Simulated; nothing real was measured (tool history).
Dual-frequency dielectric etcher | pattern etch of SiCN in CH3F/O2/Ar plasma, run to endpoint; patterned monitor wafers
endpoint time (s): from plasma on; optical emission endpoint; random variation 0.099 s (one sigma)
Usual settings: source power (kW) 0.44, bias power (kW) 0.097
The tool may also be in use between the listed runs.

run,hour,source power (kW),bias power (kW),"incoming incoming film thickness, nm",endpoint time (s)
1,0,0.44,0.097,5.87,12.4
# hour 11.7: wet clean of the chamber
2,29.9,0.44,0.097,5.98,13.3
3,64.8,0.44,0.097,5.91,13.2
4,87.5,0.44,0.097,5.91,13.1
5,109.4,0.44,0.097,5.99,13.2
6,123.5,0.44,0.097,5.81,12.8
7,144.6,0.44,0.097,5.89,12.8
8,180.4,0.49,0.097,5.92,12.4
9,200.4,0.49,0.097,5.86,12.2
10,227.6,0.49,0.097,5.91,12.2
11,254.1,0.44,0.097,5.92,12.7
12,266.2,0.44,0.097,5.91,12.7
13,286.6,0.44,0.097,5.88,12.7
14,319.8,0.44,0.097,5.87,12.7
15,354.6,0.44,0.097,5.91,12.6
16,385.6,0.44,0.104,5.93,12.3
17,404.9,0.5,0.115,5.94,11

The next listed run, before its measurement:
# hour 421.3: source power generator calibrated
18,426.7,0.51,0.097,5.85,?

endpoint time (s): 11.6
Without the tool's hidden state the same run would have given endpoint time (s) 12.2.
